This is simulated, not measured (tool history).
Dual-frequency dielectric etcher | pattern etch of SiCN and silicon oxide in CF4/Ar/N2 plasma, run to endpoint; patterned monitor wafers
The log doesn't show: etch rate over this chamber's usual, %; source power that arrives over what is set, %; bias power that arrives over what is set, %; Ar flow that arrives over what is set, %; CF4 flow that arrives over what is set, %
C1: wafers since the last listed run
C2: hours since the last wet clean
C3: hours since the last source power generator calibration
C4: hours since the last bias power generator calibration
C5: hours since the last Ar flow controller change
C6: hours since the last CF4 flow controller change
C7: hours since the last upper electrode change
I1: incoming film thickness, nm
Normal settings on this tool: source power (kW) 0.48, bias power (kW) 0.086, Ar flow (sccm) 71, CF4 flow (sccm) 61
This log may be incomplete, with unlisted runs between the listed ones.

run 1 hour=0 | source_power_(kW)=0.53 bias_power_(kW)=0.086 Ar_flow_(sccm)=71 CF4_flow_(sccm)=61 | C1=0 C2=434.6 C3=1588.5 C4=1860.7 C5=3130.5 C6=5259.7 C7=2202.4 | I1=12.48 | endpoint_time_(s)=9.9
run 2 hour=6.2 | source_power_(kW)=0.48 bias_power_(kW)=0.086 Ar_flow_(sccm)=71 CF4_flow_(sccm)=66 | C1=58 C2=440.8 C3=1594.7 C4=1866.9 C5=3136.7 C6=5265.9 C7=2208.6 | I1=12.55 | endpoint_time_(s)=10.8
-- hour=40.1 wet clean of the chamber
-- hour=49.9 source power generator calibrated
-- hour=61.5 upper electrode replaced
run 3 hour=62 | source_power_(kW)=0.48 bias_power_(kW)=0.086 Ar_flow_(sccm)=71 CF4_flow_(sccm)=66 | C1=152 C2=21.9 C3=12.1 C4=1922.7 C5=3192.5 C6=5321.7 C7=0.5 | I1=12.6 | endpoint_time_(s)=11.4
run 4 hour=62.3 | source_power_(kW)=0.48 bias_power_(kW)=0.072 Ar_flow_(sccm)=58 CF4_flow_(sccm)=61 | C1=2 C2=22.2 C3=12.4 C4=1923 C5=3192.8 C6=5322 C7=0.8 | I1=12.5 | endpoint_time_(s)=12.1
run 5 hour=62.6 | source_power_(kW)=0.48 bias_power_(kW)=0.072 Ar_flow_(sccm)=58 CF4_flow_(sccm)=61 | C1=2 C2=22.5 C3=12.7 C4=1923.3 C5=3193.1 C6=5322.3 C7=1.1 | I1=12.59 | endpoint_time_(s)=12.2
run 6 hour=62.9 | source_power_(kW)=0.48 bias_power_(kW)=0.072 Ar_flow_(sccm)=58 CF4_flow_(sccm)=61 | C1=2 C2=22.8 C3=13 C4=1923.6 C5=3193.4 C6=5322.6 C7=1.4 | I1=12.54 | endpoint_time_(s)=12.2
run 7 hour=71 | source_power_(kW)=0.48 bias_power_(kW)=0.086 Ar_flow_(sccm)=71 CF4_flow_(sccm)=61 | C1=75 C2=30.9 C3=21.1 C4=1931.7 C5=3201.5 C6=5330.7 C7=9.5 | I1=12.61 | endpoint_time_(s)=11.5
-- hour=90.4 Ar flow controller replaced
run 8 hour=90.9 | source_power_(kW)=0.48 bias_power_(kW)=0.086 Ar_flow_(sccm)=71 CF4_flow_(sccm)=61 | C1=130 C2=50.8 C3=41 C4=1951.6 C5=0.5 C6=5350.6 C7=29.4 | I1=12.57 | endpoint_time_(s)=11.4
run 9 hour=91.9 | source_power_(kW)=0.48 bias_power_(kW)=0.086 Ar_flow_(sccm)=71 CF4_flow_(sccm)=61 | C1=9 C2=51.8 C3=42 C4=1952.6 C5=1.5 C6=5351.6 C7=30.4 | I1=12.51 | endpoint_time_(s)=11.4
run 10 hour=99 | source_power_(kW)=0.39 bias_power_(kW)=0.071 Ar_flow_(sccm)=77 CF4_flow_(sccm)=50 | C1=66 C2=58.9 C3=49.1 C4=1959.7 C5=8.6 C6=5358.7 C7=37.5 | I1=12.57 | endpoint_time_(s)=16.1
run 11 hour=109.1 | source_power_(kW)=0.48 bias_power_(kW)=0.086 Ar_flow_(sccm)=71 CF4_flow_(sccm)=61 | C1=94 C2=69 C3=59.2 C4=1969.8 C5=18.7 C6=5368.8 C7=47.6 | I1=12.55 | endpoint_time_(s)=11.4
run 12 hour=118 | source_power_(kW)=0.48 bias_power_(kW)=0.086 Ar_flow_(sccm)=71 CF4_flow_(sccm)=61 | C1=83 C2=77.9 C3=68.1 C4=1978.7 C5=27.6 C6=5377.7 C7=56.5 | I1=12.37 | endpoint_time_(s)=11.2
run 13 hour=127.1 | source_power_(kW)=0.54 bias_power_(kW)=0.086 Ar_flow_(sccm)=62 CF4_flow_(sccm)=46 | C1=85 C2=87 C3=77.2 C4=1987.8 C5=36.7 C6=5386.8 C7=65.6 | I1=12.54 | endpoint_time_(s)=10.5
run 14 hour=143 | source_power_(kW)=0.48 bias_power_(kW)=0.086 Ar_flow_(sccm)=85 CF4_flow_(sccm)=61 | C1=148 C2=102.9 C3=93.1 C4=2003.7 C5=52.6 C6=5402.7 C7=81.5 | I1=12.43 | endpoint_time_(s)=11.5
-- hour=153.8 CF4 flow controller replaced
run 15 hour=157.2 | source_power_(kW)=0.48 bias_power_(kW)=0.064 Ar_flow_(sccm)=86 CF4_flow_(sccm)=52 | C1=76 C2=117.1 C3=107.3 C4=2017.9 C5=66.8 C6=3.4 C7=95.7 | I1=12.55 | endpoint_time_(s)=13.9
run 16 hour=164.3 | source_power_(kW)=0.37 bias_power_(kW)=0.079 Ar_flow_(sccm)=63 CF4_flow_(sccm)=73 | C1=66 C2=124.2 C3=114.4 C4=2025 C5=73.9 C6=10.5 C7=102.8 | I1=12.51 | endpoint_time_(s)=14.6
run 17 hour=171 | source_power_(kW)=0.38 bias_power_(kW)=0.086 Ar_flow_(sccm)=71 CF4_flow_(sccm)=61 | C1=62 C2=130.9 C3=121.1 C4=2031.7 C5=80.6 C6=17.2 C7=109.5 | I1=12.39 | endpoint_time_(s)=14.1
-- hour=187.1 bias power generator calibrated
run 18 hour=187.6 | source_power_(kW)=0.48 bias_power_(kW)=0.086 Ar_flow_(sccm)=71 CF4_flow_(sccm)=53 | C1=118 C2=147.5 C3=137.7 C4=0.5 C5=97.2 C6=33.8 C7=126.1 | I1=12.48 | endpoint_time_(s)=11.5
run 19 hour=202.5 | source_power_(kW)=0.48 bias_power_(kW)=0.101 Ar_flow_(sccm)=81 CF4_flow_(sccm)=67 | C1=139 C2=162.4 C3=152.6 C4=15.4 C5=112.1 C6=48.7 C7=141 | I1=12.45 | endpoint_time_(s)=10.4
run 20 hour=213.2 | source_power_(kW)=0.48 bias_power_(kW)=0.086 Ar_flow_(sccm)=71 CF4_flow_(sccm)=61 | C1=100 C2=173.1 C3=163.3 C4=26.1 C5=122.8 C6=59.4 C7=151.7 | I1=12.54 | endpoint_time_(s)=11.2
run 21 hour=221.8 | source_power_(kW)=0.48 bias_power_(kW)=0.086 Ar_flow_(sccm)=71 CF4_flow_(sccm)=50 | C1=80 C2=181.7 C3=171.9 C4=34.7 C5=131.4 C6=68 C7=160.3 | I1=12.41 | endpoint_time_(s)=11.5
run 22 hour=239.5 | source_power_(kW)=0.48 bias_power_(kW)=0.072 Ar_flow_(sccm)=58 CF4_flow_(sccm)=61 | C1=165 C2=199.4 C3=189.6 C4=52.4 C5=149.1 C6=85.7 C7=178 | I1=12.37 | endpoint_time_(s)=11.7
run 23 hour=252.9 | source_power_(kW)=0.48 bias_power_(kW)=0.098 Ar_flow_(sccm)=71 CF4_flow_(sccm)=47 | C1=125 C2=212.8 C3=203 C4=65.8 C5=162.5 C6=99.1 C7=191.4 | I1=12.65 | endpoint_time_(s)=11
run 24 hour=265 | source_power_(kW)=0.58 bias_power_(kW)=0.1 Ar_flow_(sccm)=58 CF4_flow_(sccm)=69 | C1=113 C2=224.9 C3=215.1 C4=77.9 C5=174.6 C6=111.2 C7=203.5 | I1=12.6 | endpoint_time_(s)=8.4

Subtracting, for every run, the result it would have given without the tool's unlogged condition from the measured result gives the following. The same run-to-run variation enters both numbers; the gauge's scatter may not:
run=1 endpoint_time_(s)=-0.4
run=2 endpoint_time_(s)=-0.5
run=3 endpoint_time_(s)=+0
run=4 endpoint_time_(s)=+0
run=5 endpoint_time_(s)=+0.1
run=6 endpoint_time_(s)=+0.1
run=7 endpoint_time_(s)=+0
run=8 endpoint_time_(s)=+0
run=9 endpoint_time_(s)=+0
run=10 endpoint_time_(s)=-0.1
run=11 endpoint_time_(s)=+0
run=12 endpoint_time_(s)=+0
run=13 endpoint_time_(s)=+0
run=14 endpoint_time_(s)=+0
run=15 endpoint_time_(s)=-0.1
run=16 endpoint_time_(s)=-0.2
run=17 endpoint_time_(s)=-0.2
run=18 endpoint_time_(s)=-0.1
run=19 endpoint_time_(s)=-0.1
run=20 endpoint_time_(s)=-0.2
run=21 endpoint_time_(s)=-0.2
run=22 endpoint_time_(s)=-0.3
run=23 endpoint_time_(s)=-0.3
run=24 endpoint_time_(s)=-0.2
